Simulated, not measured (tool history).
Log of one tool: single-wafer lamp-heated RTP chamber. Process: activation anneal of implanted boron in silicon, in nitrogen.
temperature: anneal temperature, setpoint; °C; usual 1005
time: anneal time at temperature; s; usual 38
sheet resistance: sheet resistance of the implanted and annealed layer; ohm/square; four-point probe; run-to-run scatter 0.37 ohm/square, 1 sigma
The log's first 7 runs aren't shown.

run     day  temperature  time  wafers since the last listed run  wafers since the last pyrometer calibration  wafers since the reflector plate was cleaned  hours since the gauge calibration  read-back reference wafer on the same gauge, sheet resistance  sheet resistance
  8  14.425         1005    22                               555                                          986                                          5677                             1497.2                                                          84.28             74.16
  9  16.975         1005    22                               580                                         1567                                          6258                             1558.4                                                          84.29             73.80
 10  19.888         1005    22                               663                                         2230                                          6921                             1628.3                                                          84.36             73.51
 11  22.108         1005    25                               505                                         2736                                          7426                             1681.6                                                          84.30             73.08
 12  24.088         1005    25                               450                                         3186                                          7877                             1729.1                                                          84.19             73.47
     25.183  -- pyrometer window cleaned and pyrometer calibrated
     27.554  -- gauge calibrated
 13  29.779         1005    33                              1220                                         1046                                          9097                               53.4                                                          84.26             71.75
 14  31.750         1005    33                               448                                         1495                                          9546                              100.7                                                          84.22             72.40
 15  34.667         1005    38                               664                                         2159                                         10210                              170.7                                                          84.37             71.64
 16  35.762         1005    38                               249                                         2408                                         10459                              197.0                                                          84.34             71.42
 17  37.638          993    17                               426                                         2835                                         10886                              242.0                                                          84.42             76.99
     39.642  -- pyrometer window cleaned and pyrometer calibrated
 18  40.158         1005    19                               498                                          117                                         11384                              302.5                                                          84.26             73.51
     41.325  -- reflector plate cleaned
 19  42.517         1015    24                               461                                          578                                           270                              359.1                                                          84.26             72.26
 20  43.842          993    23                               301                                          880                                           572                              390.9                                                          84.26             78.67
 21  45.917         1005    38                               472                                         1353                                          1045                              440.7                                                          84.37             72.69
 22  47.900          977    19                               451                                         1804                                          1496                              488.3                                                          84.29             86.89
 23  49.629          988    20                               393                                         2198                                          1890                              529.8                                                          84.34             81.04
 24  50.842         1032    27                               276                                         2474                                          2166                              558.9                                                          84.39             69.97
     52.562  -- pyrometer window cleaned and pyrometer calibrated
 25  53.317          981    25                               487                                          171                                          2654                              618.3                                                          84.29             82.62
 26  55.433         1005    38                               481                                          653                                          3136                              669.1                                                          84.23             73.24
 27  58.092         1005    38                               605                                         1258                                          3741                              732.9                                                          84.32             72.52
 28  60.617         1005    38                               574                                         1833                                          4316                              793.5                                                          84.38             73.20
 29  61.808         1005    38                               271                                         2104                                          4587                              822.1                                                          84.30             72.94
 30  63.212         1005    38                               319                                         2424                                          4907                              855.8                                                          84.28             73.17
     67.662  -- pyrometer window cleaned and pyrometer calibrated
 31  67.683          994    46                               942                                            5                                          5849                              963.1                                                          84.32             75.28
 32  69.167          989    21                               337                                          342                                          6187                              998.7                                                          84.36             78.66

4 options for the next run, each taken on its own from the tool as it stands now. Forecast them:
  A  69.183         1005    17                                 3                                          346                                          6190                              999.1                                                              ?                 ?
  B  69.183         1018    50                                 3                                          346                                          6190                              999.1                                                              ?                 ?
  C  69.183          995    56                                 3                                          346                                          6190                              999.1                                                              ?                 ?
  D  69.183          995    57                                 3                                          346                                          6190                              999.1                                                              ?                 ?

run  read-back reference wafer on the same gauge, sheet resistance  sheet resistance
  A                                                          84.34             75.67
  B                                                          84.34             70.35
  C                                                          84.34             74.50
  D                                                          84.34             74.45
Without the tool's unlogged condition, the same runs would have read:
run  sheet resistance
  A             76.78
  B             71.05
  C             75.65
  D             75.59
